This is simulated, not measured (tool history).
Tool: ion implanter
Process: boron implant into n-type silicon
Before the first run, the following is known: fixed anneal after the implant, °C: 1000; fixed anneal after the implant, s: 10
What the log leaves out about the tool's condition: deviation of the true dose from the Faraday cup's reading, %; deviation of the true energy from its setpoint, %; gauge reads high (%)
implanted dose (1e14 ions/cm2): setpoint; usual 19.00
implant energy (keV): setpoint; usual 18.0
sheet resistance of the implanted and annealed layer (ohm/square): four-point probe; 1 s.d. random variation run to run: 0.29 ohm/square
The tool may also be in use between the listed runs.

run,day,implanted dose (1e14 ions/cm2),implant energy (keV),wafers since the last listed run,hours since the last dose calibration,hours since the extraction supply was calibrated,hours since the gauge calibration,"read-back reference wafer on the same gauge, sheet resistance",sheet resistance of the implanted and annealed layer (ohm/square)
1,0.000,19.00,16.5,0,1748.0,3650.6,1463.0,77.92,89.75
2,1.712,19.00,18.0,602,1789.1,3691.7,1504.1,77.97,87.02
3,2.871,19.00,18.0,407,1816.9,3719.5,1531.9,77.90,86.98
4,5.275,19.00,18.0,845,1874.6,3777.2,1589.6,77.90,86.60
5,12.758,20.38,13.5,2632,2054.2,3956.8,1769.2,77.99,94.97
6,15.054,20.38,13.5,807,2109.3,4011.9,1824.3,77.97,95.51
7,16.683,20.38,13.5,573,2148.4,4051.0,1863.4,77.91,94.58
8,19.429,19.00,18.0,966,2214.3,4116.9,1929.3,77.91,87.14
9,21.862,19.00,18.0,856,2272.7,4175.3,1987.7,77.88,86.55
10,23.617,19.00,18.0,617,2314.8,4217.4,2029.8,77.91,86.27
11,24.792,15.50,16.5,413,2343.0,4245.6,2058.0,77.92,97.17
12,26.354,19.00,18.0,549,2380.5,4283.1,2095.5,77.86,85.87
13,28.821,19.00,18.0,867,2439.7,4342.3,2154.7,77.86,86.51
# day 29.383: Faraday cup replaced and dose calibrated
14,31.042,16.36,21.5,664,39.8,4395.6,2208.0,77.85,90.85
# day 31.338: gauge calibrated
15,32.571,19.00,18.0,537,76.5,4432.3,29.6,77.94,88.31
16,34.588,19.00,18.0,709,124.9,4480.7,78.0,77.85,88.08
17,36.921,19.00,18.0,820,180.9,4536.7,134.0,77.81,88.16
18,39.788,19.00,18.0,1008,249.7,4605.5,202.8,77.91,88.29
# day 40.467: extraction supply calibrated
19,42.012,19.00,18.0,665,303.1,37.1,256.2,77.91,88.11
20,43.275,23.32,15.5,444,333.4,67.4,286.5,77.92,86.55
21,44.417,23.11,18.0,401,360.8,94.8,313.9,77.96,81.64
22,45.908,19.00,20.5,524,396.6,130.6,349.7,77.87,84.74
23,48.296,19.00,16.5,839,453.9,187.9,407.0,77.89,90.86
24,49.704,24.41,24.0,495,487.7,221.7,440.8,77.89,72.00
25,51.329,19.00,18.0,571,526.7,260.7,479.8,77.90,88.07
26,54.117,19.00,15.5,980,593.6,327.6,546.7,77.89,92.85
27,56.483,15.63,15.5,832,650.4,384.4,603.5,77.94,100.23
28,58.358,21.08,18.0,659,695.4,429.4,648.5,77.87,83.79
29,59.867,20.94,14.5,530,731.6,465.6,684.7,77.79,91.97
30,62.400,16.48,23.0,891,792.4,526.4,745.5,77.90,88.54
31,63.588,24.51,23.0,417,820.9,554.9,774.0,77.98,72.92
32,65.254,13.53,20.5,586,860.9,594.9,814.0,77.84,102.17
33,66.408,19.00,18.0,406,888.6,622.6,841.7,77.89,87.52
34,67.708,23.89,15.0,457,919.8,653.8,872.9,77.94,86.71
35,70.667,19.00,18.0,1040,990.8,724.8,943.9,77.90,87.93
36,73.588,23.39,23.0,1027,1060.9,794.9,1014.0,77.86,73.87

For each entry between runs, how does the tool's hidden state at the last listed run before it compare with that at the first listed run after it?
After run 13, before run 14: Faraday cup replaced and dose calibrated (day 29.383)
  deviation of the true dose from the Faraday cup's reading, %: 5.14 -> 0.516
  what was measured, less what the result would be without the hidden state, sheet resistance of the implanted and annealed layer (ohm/square): -1.92 -> -0.27
After run 14, before run 15: gauge calibrated (day 31.338)
  deviation of the true dose from the Faraday cup's reading, %: 0.516 -> 0.591
  what was measured, less what the result would be without the hidden state, sheet resistance of the implanted and annealed layer (ohm/square): -0.27 -> -0.23
After run 18, before run 19: extraction supply calibrated (day 40.467)
  deviation of the true dose from the Faraday cup's reading, %: 0.947 -> 1.06
  what was measured, less what the result would be without the hidden state, sheet resistance of the implanted and annealed layer (ohm/square): -0.37 -> -0.41

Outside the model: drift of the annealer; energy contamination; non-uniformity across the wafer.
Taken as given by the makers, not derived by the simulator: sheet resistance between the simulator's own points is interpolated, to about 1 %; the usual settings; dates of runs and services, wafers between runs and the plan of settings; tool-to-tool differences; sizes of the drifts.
